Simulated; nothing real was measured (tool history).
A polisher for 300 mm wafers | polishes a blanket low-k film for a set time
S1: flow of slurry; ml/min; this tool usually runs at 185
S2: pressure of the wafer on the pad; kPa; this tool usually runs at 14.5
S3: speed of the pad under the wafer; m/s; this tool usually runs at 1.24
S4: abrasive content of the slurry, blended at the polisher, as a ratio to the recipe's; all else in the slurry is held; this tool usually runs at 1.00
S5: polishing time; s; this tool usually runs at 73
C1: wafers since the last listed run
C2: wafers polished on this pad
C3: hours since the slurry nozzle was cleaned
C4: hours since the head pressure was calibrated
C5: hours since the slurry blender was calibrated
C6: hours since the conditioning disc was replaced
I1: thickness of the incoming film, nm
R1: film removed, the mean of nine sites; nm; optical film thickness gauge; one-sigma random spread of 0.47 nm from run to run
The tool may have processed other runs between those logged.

run   hour   S1    S2    S3    S4  S5   C1   C2     C3      C4     C5     C6     I1    R1
  1    0.0  185  14.5  1.24  1.00  73    0    4  600.0  1112.8   72.7  203.9  666.0  40.8
       4.5  -- conditioning disc replaced and pad reconditioned
  2    9.7  185  14.5  1.24  1.00  73   58   63  609.7  1122.5   82.4    5.2  661.1  39.4
  3   16.4  185  17.2  1.10  1.00  73   51  114  616.4  1129.2   89.1   11.9  671.5  44.9
  4   28.0  225  14.5  1.24  1.15  73   88  202  628.0  1140.8  100.7   23.5  657.6  42.4
  5   43.3  185  14.5  1.24  1.00  73  116  319  643.3  1156.1  116.0   38.8  682.2  39.6
  6   50.8  130  11.0  1.24  1.00  73   57  377  650.8  1163.6  123.5   46.3  660.5  30.6
  7   59.3  185  14.5  1.24  0.85  94   64  442  659.3  1172.1  132.0   54.8  669.2  49.5
      65.6  -- head pressure recalibrated
  8   69.2  185  14.5  1.24  0.80  73   60  502  669.2     3.6  141.9   64.7  670.1  33.7
  9   85.1  155  14.5  1.12  1.00  73  121  624  685.1    19.5  157.8   80.6  668.8  34.8
      90.6  -- slurry blender recalibrated
 10  102.7  185  14.5  1.24  1.00  73  119  743  702.7    37.1   12.1   98.2  674.7  37.4
     106.8  -- worn pad replaced by a new one
 11  121.5  245  19.3  1.24  1.00  73  113  112  721.5    55.9   30.9  117.0  680.0  48.5
 12  133.0  185  12.4  1.40  0.70  49   87  200  733.0    67.4   42.4  128.5  668.4  21.0
 13  155.5  185  14.5  1.24  1.00  73  171  372  755.5    89.9   64.9  151.0  660.0  37.4
     169.6  -- slurry nozzle cleaned
 14  170.1  135  14.5  1.44  1.15  53  103  476    0.5   104.5   79.5  165.6  669.2  30.6
 15  186.5  185  17.9  1.24  1.00  73  125  601   16.9   120.9   95.9  182.0  678.0  46.4
     188.5  -- conditioning disc replaced and pad reconditioned
 16  195.6  185  14.5  1.24  1.00  73   54  656   26.0   130.0  105.0    7.1  671.4  38.9
 17  201.9  210  14.5  1.24  1.25  96   48  704   32.3   136.3  111.3   13.4  674.6  52.6
 18  208.2  185  14.5  1.24  1.00  73   48  752   38.6   142.6  117.6   19.7  673.0  37.7

Run 19, settings as shown, results not yet in. Your forecast:
     217.0  -- worn pad replaced by a new one
 19  223.9  185  14.5  1.24  1.00  73  89  52  54.3  158.3  133.3  35.4  664.3   ?

Run 19 produced R1 39.2 nm.
Without the tool's hidden state the same run would have given R1 37.7 nm.

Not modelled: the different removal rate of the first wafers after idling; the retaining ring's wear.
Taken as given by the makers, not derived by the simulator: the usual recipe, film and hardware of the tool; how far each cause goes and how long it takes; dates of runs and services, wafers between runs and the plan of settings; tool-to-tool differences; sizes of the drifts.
